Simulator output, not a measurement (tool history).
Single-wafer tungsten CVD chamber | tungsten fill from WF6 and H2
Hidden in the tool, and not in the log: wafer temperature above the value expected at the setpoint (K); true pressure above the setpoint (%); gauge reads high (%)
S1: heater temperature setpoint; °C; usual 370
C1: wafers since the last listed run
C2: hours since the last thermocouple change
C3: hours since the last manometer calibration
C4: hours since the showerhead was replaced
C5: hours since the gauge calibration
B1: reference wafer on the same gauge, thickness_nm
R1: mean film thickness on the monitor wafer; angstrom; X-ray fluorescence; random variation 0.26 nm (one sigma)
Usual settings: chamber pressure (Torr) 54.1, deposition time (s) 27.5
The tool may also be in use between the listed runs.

{"run": 1, "hour": 0.0, "S1": 370, "chamber pressure (Torr)": 54.1, "deposition time (s)": 27.5, "C1": 0, "C2": 1464.9, "C3": 1389.9, "C4": 3970.6, "C5": 673.5, "B1": 63.052, "R1": 603.66}
{"run": 2, "hour": 30.9, "S1": 370, "chamber pressure (Torr)": 54.1, "deposition time (s)": 27.5, "C1": 1018, "C2": 1495.8, "C3": 1420.8, "C4": 4001.5, "C5": 704.4, "B1": 62.942, "R1": 602.84}
{"run": 3, "hour": 93.8, "S1": 370, "chamber pressure (Torr)": 54.1, "deposition time (s)": 27.5, "C1": 2073, "C2": 1558.7, "C3": 1483.7, "C4": 4064.4, "C5": 767.3, "B1": 63.042, "R1": 606.53}
{"run": 4, "hour": 159.7, "S1": 370, "chamber pressure (Torr)": 54.1, "deposition time (s)": 27.5, "C1": 2172, "C2": 1624.6, "C3": 1549.6, "C4": 4130.3, "C5": 833.2, "B1": 63.201, "R1": 605.71}
{"run": 5, "hour": 312.7, "S1": 379, "chamber pressure (Torr)": 63.1, "deposition time (s)": 27.5, "C1": 5044, "C2": 1777.6, "C3": 1702.6, "C4": 4283.3, "C5": 986.2, "B1": 63.362, "R1": 768.03}
{"run": 6, "hour": 363.0, "S1": 379, "chamber pressure (Torr)": 63.1, "deposition time (s)": 27.5, "C1": 1658, "C2": 1827.9, "C3": 1752.9, "C4": 4333.6, "C5": 1036.5, "B1": 63.352, "R1": 768.23}
{"run": 7, "hour": 392.6, "S1": 370, "chamber pressure (Torr)": 54.1, "deposition time (s)": 27.5, "C1": 975, "C2": 1857.5, "C3": 1782.5, "C4": 4363.2, "C5": 1066.1, "B1": 63.462, "R1": 608.27}
{"run": 8, "hour": 425.6, "S1": 370, "chamber pressure (Torr)": 54.1, "deposition time (s)": 27.5, "C1": 1088, "C2": 1890.5, "C3": 1815.5, "C4": 4396.2, "C5": 1099.1, "B1": 63.498, "R1": 614.76}
{"run": 9, "hour": 481.9, "S1": 370, "chamber pressure (Torr)": 54.1, "deposition time (s)": 27.5, "C1": 1856, "C2": 1946.8, "C3": 1871.8, "C4": 4452.5, "C5": 1155.4, "B1": 63.46, "R1": 609.12}
{"run": 10, "hour": 553.1, "S1": 382, "chamber pressure (Torr)": 48.8, "deposition time (s)": 27.5, "C1": 2347, "C2": 2018, "C3": 1943, "C4": 4523.7, "C5": 1226.6, "B1": 63.521, "R1": 729.75}
{"run": 11, "hour": 587.9, "S1": 382, "chamber pressure (Torr)": 48.8, "deposition time (s)": 27.5, "C1": 1147, "C2": 2052.8, "C3": 1977.8, "C4": 4558.5, "C5": 1261.4, "B1": 63.615, "R1": 731.89}
{"hour": 623.3, "done": "capacitance manometer re-zeroed and calibrated"}
{"run": 12, "hour": 639.7, "S1": 382, "chamber pressure (Torr)": 48.8, "deposition time (s)": 27.5, "C1": 1444, "C2": 2104.6, "C3": 16.4, "C4": 4610.3, "C5": 1313.2, "B1": 63.587, "R1": 731.09}
{"run": 13, "hour": 708.4, "S1": 370, "chamber pressure (Torr)": 54.1, "deposition time (s)": 27.5, "C1": 2265, "C2": 2173.3, "C3": 85.1, "C4": 4679, "C5": 1381.9, "B1": 63.674, "R1": 610.33}
{"run": 14, "hour": 758.5, "S1": 370, "chamber pressure (Torr)": 54.1, "deposition time (s)": 27.5, "C1": 1651, "C2": 2223.4, "C3": 135.2, "C4": 4729.1, "C5": 1432, "B1": 63.631, "R1": 611.34}
{"run": 15, "hour": 853.3, "S1": 376, "chamber pressure (Torr)": 64.6, "deposition time (s)": 27.5, "C1": 3125, "C2": 2318.2, "C3": 230, "C4": 4823.9, "C5": 1526.8, "B1": 63.751, "R1": 729.59}
{"run": 16, "hour": 906.0, "S1": 376, "chamber pressure (Torr)": 64.6, "deposition time (s)": 27.5, "C1": 1737, "C2": 2370.9, "C3": 282.7, "C4": 4876.6, "C5": 1579.5, "B1": 63.68, "R1": 733.32}
{"hour": 956.6, "done": "gauge calibrated"}
{"run": 17, "hour": 975.2, "S1": 370, "chamber pressure (Torr)": 59.6, "deposition time (s)": 27.5, "C1": 2281, "C2": 2440.1, "C3": 351.9, "C4": 4945.8, "C5": 18.6, "B1": 60.086, "R1": 606.11}
{"run": 18, "hour": 1026.4, "S1": 370, "chamber pressure (Torr)": 54.1, "deposition time (s)": 27.5, "C1": 1688, "C2": 2491.3, "C3": 403.1, "C4": 4997, "C5": 69.8, "B1": 60.369, "R1": 582.61}
{"run": 19, "hour": 1056.0, "S1": 370, "chamber pressure (Torr)": 54.1, "deposition time (s)": 27.5, "C1": 975, "C2": 2520.9, "C3": 432.7, "C4": 5026.6, "C5": 99.4, "B1": 60.501, "R1": 585.43}
{"run": 20, "hour": 1121.6, "S1": 375, "chamber pressure (Torr)": 48.2, "deposition time (s)": 27.5, "C1": 2163, "C2": 2586.5, "C3": 498.3, "C4": 5092.2, "C5": 165, "B1": 60.76, "R1": 605.6}
{"hour": 1172.2, "done": "showerhead replaced"}
{"run": 21, "hour": 1172.7, "S1": 370, "chamber pressure (Torr)": 66.3, "deposition time (s)": 31.5, "C1": 1421, "C2": 2637.6, "C3": 549.4, "C4": 0.5, "C5": 216.1, "B1": 60.89, "R1": 730.06}
{"run": 22, "hour": 1223.4, "S1": 370, "chamber pressure (Torr)": 54.1, "deposition time (s)": 32.1, "C1": 1671, "C2": 2688.3, "C3": 600.1, "C4": 51.2, "C5": 266.8, "B1": 61.219, "R1": 686.81}
{"run": 23, "hour": 1269.0, "S1": 364, "chamber pressure (Torr)": 67.5, "deposition time (s)": 25.9, "C1": 1503, "C2": 2733.9, "C3": 645.7, "C4": 96.8, "C5": 312.4, "B1": 61.29, "R1": 548.34}
{"hour": 1325.3, "done": "thermocouple changed; heater temperature recalibrated"}
{"run": 24, "hour": 1339.3, "S1": 381, "chamber pressure (Torr)": 62.9, "deposition time (s)": 27.5, "C1": 2054, "C2": 14, "C3": 716, "C4": 167.1, "C5": 382.7, "B1": 61.555, "R1": 772.66}
{"run": 25, "hour": 1385.2, "S1": 370, "chamber pressure (Torr)": 54.1, "deposition time (s)": 27.5, "C1": 1513, "C2": 59.9, "C3": 761.9, "C4": 213, "C5": 428.6, "B1": 61.712, "R1": 594.8}
{"run": 26, "hour": 1433.9, "S1": 365, "chamber pressure (Torr)": 63.2, "deposition time (s)": 29.4, "C1": 1605, "C2": 108.6, "C3": 810.6, "C4": 261.7, "C5": 477.3, "B1": 61.792, "R1": 617.12}
{"run": 27, "hour": 1504.2, "S1": 370, "chamber pressure (Torr)": 54.1, "deposition time (s)": 27.5, "C1": 2317, "C2": 178.9, "C3": 880.9, "C4": 332, "C5": 547.6, "B1": 62.035, "R1": 593.55}
{"run": 28, "hour": 1565.9, "S1": 370, "chamber pressure (Torr)": 58.6, "deposition time (s)": 32.1, "C1": 2034, "C2": 240.6, "C3": 942.6, "C4": 393.7, "C5": 609.3, "B1": 62.097, "R1": 721.47}
{"run": 29, "hour": 1603.8, "S1": 359, "chamber pressure (Torr)": 54.1, "deposition time (s)": 30.7, "C1": 1249, "C2": 278.5, "C3": 980.5, "C4": 431.6, "C5": 647.2, "B1": 62.196, "R1": 543.06}
{"run": 30, "hour": 1634.9, "S1": 370, "chamber pressure (Torr)": 50.6, "deposition time (s)": 27.5, "C1": 1025, "C2": 309.6, "C3": 1011.6, "C4": 462.7, "C5": 678.3, "B1": 62.296, "R1": 578.99}
{"run": 31, "hour": 1683.1, "S1": 362, "chamber pressure (Torr)": 60, "deposition time (s)": 29.9, "C1": 1589, "C2": 357.8, "C3": 1059.8, "C4": 510.9, "C5": 726.5, "B1": 62.337, "R1": 583.68}
{"run": 32, "hour": 1707.4, "S1": 370, "chamber pressure (Torr)": 54.1, "deposition time (s)": 27.5, "C1": 801, "C2": 382.1, "C3": 1084.1, "C4": 535.2, "C5": 750.8, "B1": 62.382, "R1": 601.1}
{"run": 33, "hour": 1744.8, "S1": 376, "chamber pressure (Torr)": 50, "deposition time (s)": 23.1, "C1": 1233, "C2": 419.5, "C3": 1121.5, "C4": 572.6, "C5": 788.2, "B1": 62.394, "R1": 545.91}
{"run": 34, "hour": 1791.7, "S1": 357, "chamber pressure (Torr)": 57.6, "deposition time (s)": 32, "C1": 1546, "C2": 466.4, "C3": 1168.4, "C4": 619.5, "C5": 835.1, "B1": 62.501, "R1": 558.86}

4 ways to go on from here, each from the tool as it stands after run 34. What would each give?
{"run": "A", "hour": 1792.1, "S1": 370, "chamber pressure (Torr)": 54.1, "deposition time (s)": 27.5, "C1": 13, "C2": 466.8, "C3": 1168.8, "C4": 619.9, "C5": 835.5, "B1": "?", "R1": "?"}
{"run": "B", "hour": 1792.1, "S1": 370, "chamber pressure (Torr)": 46, "deposition time (s)": 27.5, "C1": 13, "C2": 466.8, "C3": 1168.8, "C4": 619.9, "C5": 835.5, "B1": "?", "R1": "?"}
{"run": "C", "hour": 1792.1, "S1": 384, "chamber pressure (Torr)": 45.4, "deposition time (s)": 25.5, "C1": 13, "C2": 466.8, "C3": 1168.8, "C4": 619.9, "C5": 835.5, "B1": "?", "R1": "?"}
{"run": "D", "hour": 1792.1, "S1": 370, "chamber pressure (Torr)": 54.1, "deposition time (s)": 29.7, "C1": 13, "C2": 466.8, "C3": 1168.8, "C4": 619.9, "C5": 835.5, "B1": "?", "R1": "?"}

run=A B1=62.441 R1=602.66
run=B B1=62.441 R1=563.3
run=C B1=62.441 R1=669.35
run=D B1=62.441 R1=651.07
Without the tool's hidden state the same runs would have given:
run=A R1=582.77
run=B R1=544.7
run=C R1=647.26
run=D R1=629.59

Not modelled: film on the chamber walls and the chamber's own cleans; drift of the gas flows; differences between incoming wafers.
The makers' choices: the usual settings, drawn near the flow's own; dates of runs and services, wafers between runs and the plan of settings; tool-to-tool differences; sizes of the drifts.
